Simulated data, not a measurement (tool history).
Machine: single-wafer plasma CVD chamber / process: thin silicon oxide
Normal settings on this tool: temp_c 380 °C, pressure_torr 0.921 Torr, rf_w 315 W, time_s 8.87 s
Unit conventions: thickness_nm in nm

run	hour	temp_c	pressure_torr	rf_w	time_s	read-back reference wafer on the same gauge, thickness_nm	thickness_nm
1	0.0	380	0.921	315	8.87	17.055	20.646
2	89.8	380	0.921	315	8.87	17.043	20.521
3	151.4	380	0.921	315	10.16	17.067	23.810
4	226.4	380	0.921	315	10.16	17.030	23.777
5	276.8	380	0.921	315	8.87	17.070	20.595
# hour 323.3: RF generator calibrated
6	582.0	380	0.921	315	8.87	16.948	20.637
7	634.5	389	0.921	315	9.40	16.963	21.893
# hour 665.4: capacitance manometer re-zeroed and calibrated
8	690.2	380	0.921	315	8.87	16.858	20.584
9	760.2	380	0.921	315	8.87	16.880	20.615
# hour 842.2: showerhead replaced
10	842.7	394	0.783	315	10.04	16.842	19.800
11	881.6	380	1.136	315	10.47	16.839	28.288
12	986.1	380	0.709	315	8.87	16.784	15.630
# hour 1033.4: thermocouple changed; heater temperature recalibrated
13	1040.1	380	0.921	315	8.87	16.753	20.297
14	1308.5	386	0.814	350	8.04	16.611	16.611
# hour 1353.4: RF generator calibrated
15	1394.3	390	0.837	255	9.63	16.557	18.595
16	1470.2	380	0.921	315	8.87	16.482	19.980
17	1520.4	366	0.700	315	8.87	16.424	15.090
18	1562.7	394	0.783	315	10.04	16.415	19.098
19	1650.1	392	1.107	260	10.30	16.299	24.770
20	1721.5	380	0.758	355	9.68	16.234	18.462
21	1817.0	372	1.005	315	7.54	16.190	18.078
22	1869.0	393	1.148	260	7.27	16.171	18.108
23	1971.7	380	0.921	315	8.87	16.039	19.463
# hour 1984.8: gauge calibrated
24	2059.0	380	0.921	365	10.16	17.082	24.650
25	2101.6	380	0.751	315	8.87	17.069	17.087
26	2195.9	380	0.792	315	8.87	17.104	17.961
27	2296.7	380	0.847	265	7.23	17.023	15.117
28	2382.4	371	0.723	335	10.18	16.982	19.041
29	2438.4	369	0.782	280	9.72	17.008	18.841

Forecast each of these 3 alternatives for the next run:
A	2438.8	380	0.921	275	8.87	?	?
B	2438.8	374	0.921	265	8.87	?	?
C	2438.8	385	0.921	315	8.87	?	?

run	read-back reference wafer on the same gauge, thickness_nm	thickness_nm
A	16.990	20.003
B	16.990	19.891
C	16.990	20.633
Without the tool's unlogged condition, the same runs would have read:
run	thickness_nm
A	19.969
B	19.857
C	20.598

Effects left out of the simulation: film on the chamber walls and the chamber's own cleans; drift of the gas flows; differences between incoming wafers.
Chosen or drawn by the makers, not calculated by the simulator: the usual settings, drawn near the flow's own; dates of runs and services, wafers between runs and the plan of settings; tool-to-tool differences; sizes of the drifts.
